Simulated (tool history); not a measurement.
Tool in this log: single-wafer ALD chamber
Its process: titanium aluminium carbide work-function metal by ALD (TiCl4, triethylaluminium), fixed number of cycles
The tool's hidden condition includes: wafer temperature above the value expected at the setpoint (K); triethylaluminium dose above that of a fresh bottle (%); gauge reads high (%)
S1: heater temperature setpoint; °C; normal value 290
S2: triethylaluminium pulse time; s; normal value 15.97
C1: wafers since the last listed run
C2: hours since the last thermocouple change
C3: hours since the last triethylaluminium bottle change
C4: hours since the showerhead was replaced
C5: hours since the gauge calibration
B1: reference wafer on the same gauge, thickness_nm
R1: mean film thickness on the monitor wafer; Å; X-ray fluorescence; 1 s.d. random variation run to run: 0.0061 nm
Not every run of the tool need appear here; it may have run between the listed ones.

Run 1, day 0: usual settings but S1 283 °C; C1 0; C2 1230; C3 453.3; C4 3767; C5 20.9; B1 1.752. Result: R1 18.95 Å.
Run 2, day 3.946: usual settings but S2 12.02 s; C1 908; C2 1324.7; C3 548; C4 3861.7; C5 115.6; B1 1.75. Result: R1 19.42 Å.
At day 5.433: thermocouple changed; heater temperature recalibrated.
Run 3, day 6.767: usual settings but S2 12.02 s; C1 572; C2 32; C3 615.7; C4 3929.4; C5 183.3; B1 1.752. Result: R1 19.48 Å.
Run 4, day 8.408: usual settings; C1 377; C2 71.4; C3 655.1; C4 3968.8; C5 222.7; B1 1.749. Result: R1 19.6 Å.
Run 5, day 9.933: usual settings; C1 351; C2 108; C3 691.7; C4 4005.4; C5 259.3; B1 1.749. Result: R1 19.62 Å.
Run 6, day 12.596: usual settings; C1 613; C2 171.9; C3 755.6; C4 4069.3; C5 323.2; B1 1.749. Result: R1 19.61 Å.
Run 7, day 14.983: usual settings; C1 549; C2 229.2; C3 812.9; C4 4126.6; C5 380.5; B1 1.752. Result: R1 19.59 Å.
Run 8, day 17.158: usual settings; C1 500; C2 281.4; C3 865.1; C4 4178.8; C5 432.7; B1 1.747. Result: R1 19.61 Å.
Run 9, day 19.304: usual settings; C1 494; C2 332.9; C3 916.6; C4 4230.3; C5 484.2; B1 1.753. Result: R1 19.45 Å.
At day 19.867: showerhead replaced.
Run 10, day 23.642: usual settings; C1 921; C2 437; C3 1020.7; C4 90.6; C5 588.3; B1 1.753. Result: R1 19.59 Å.
At day 25.75: triethylaluminium bottle replaced.
Run 11, day 27.967: usual settings but S1 276 °C, S2 13.72 s; C1 919; C2 540.8; C3 53.2; C4 194.4; C5 692.1; B1 1.749. Result: R1 18.15 Å.
Run 12, day 29.696: usual settings; C1 398; C2 582.3; C3 94.7; C4 235.9; C5 733.6; B1 1.749. Result: R1 19.62 Å.
Run 13, day 31.771: usual settings but S1 297 °C; C1 477; C2 632.1; C3 144.5; C4 285.7; C5 783.4; B1 1.749. Result: R1 20.33 Å.
Run 14, day 35.046: usual settings but S1 302 °C, S2 13.63 s; C1 754; C2 710.7; C3 223.1; C4 364.3; C5 862; B1 1.751. Result: R1 20.6 Å.
Run 15, day 37.05: usual settings but S1 296 °C, S2 20.26 s; C1 461; C2 758.8; C3 271.2; C4 412.4; C5 910.1; B1 1.75. Result: R1 20.27 Å.
Run 16, day 40.783: usual settings but S1 301 °C, S2 12.34 s; C1 859; C2 848.4; C3 360.8; C4 502; C5 999.7; B1 1.751. Result: R1 20.51 Å.
Run 17, day 42.971: usual settings but S1 298 °C, S2 13.32 s; C1 503; C2 900.9; C3 413.3; C4 554.5; C5 1052.2; B1 1.749. Result: R1 20.32 Å.
Run 18, day 56.225: usual settings; C1 3051; C2 1219; C3 731.4; C4 872.6; C5 1370.3; B1 1.751. Result: R1 19.68 Å.
Run 19, day 57.75: usual settings but S2 19.53 s; C1 351; C2 1255.6; C3 768; C4 909.2; C5 1406.9; B1 1.748. Result: R1 19.57 Å.
Run 20, day 62.146: usual settings; C1 1012; C2 1361.1; C3 873.5; C4 1014.7; C5 1512.4; B1 1.749. Result: R1 19.64 Å.
Run 21, day 64.042: usual settings but S1 276 °C, S2 11.26 s; C1 436; C2 1406.6; C3 919; C4 1060.2; C5 1557.9; B1 1.749. Result: R1 18.07 Å.
At day 64.95: triethylaluminium bottle replaced.
Run 22, day 67.862: usual settings; C1 803; C2 1498.3; C3 69.9; C4 1151.9; C5 1649.6; B1 1.75. Result: R1 19.67 Å.
Run 23, day 71.075: usual settings; C1 739; C2 1575.4; C3 147; C4 1229; C5 1726.7; B1 1.752. Result: R1 19.55 Å.
Run 24, day 72.725: usual settings but S1 302 °C, S2 13.63 s; C1 379; C2 1615; C3 186.6; C4 1268.6; C5 1766.3; B1 1.752. Result: R1 20.66 Å.
At day 75.767: thermocouple changed; heater temperature recalibrated.
Run 25, day 75.888: usual settings; C1 651; C2 2.9; C3 262.5; C4 1344.5; C5 1842.2; B1 1.748. Result: R1 19.71 Å.
Run 26, day 78.562: usual settings; C1 615; C2 67.1; C3 326.7; C4 1408.7; C5 1906.4; B1 1.748. Result: R1 19.53 Å.

The next listed run, before its measurement:
Run 27, day 80.283: usual settings but S1 285 °C, S2 11.65 s; C1 396; C2 108.4; C3 368; C4 1450; C5 1947.7; B1 ?. Result: R1 ?.

B1: 1.752
R1: 18.85 Å
With no hidden state in the tool, this same run would have given R1 18.85 Å.

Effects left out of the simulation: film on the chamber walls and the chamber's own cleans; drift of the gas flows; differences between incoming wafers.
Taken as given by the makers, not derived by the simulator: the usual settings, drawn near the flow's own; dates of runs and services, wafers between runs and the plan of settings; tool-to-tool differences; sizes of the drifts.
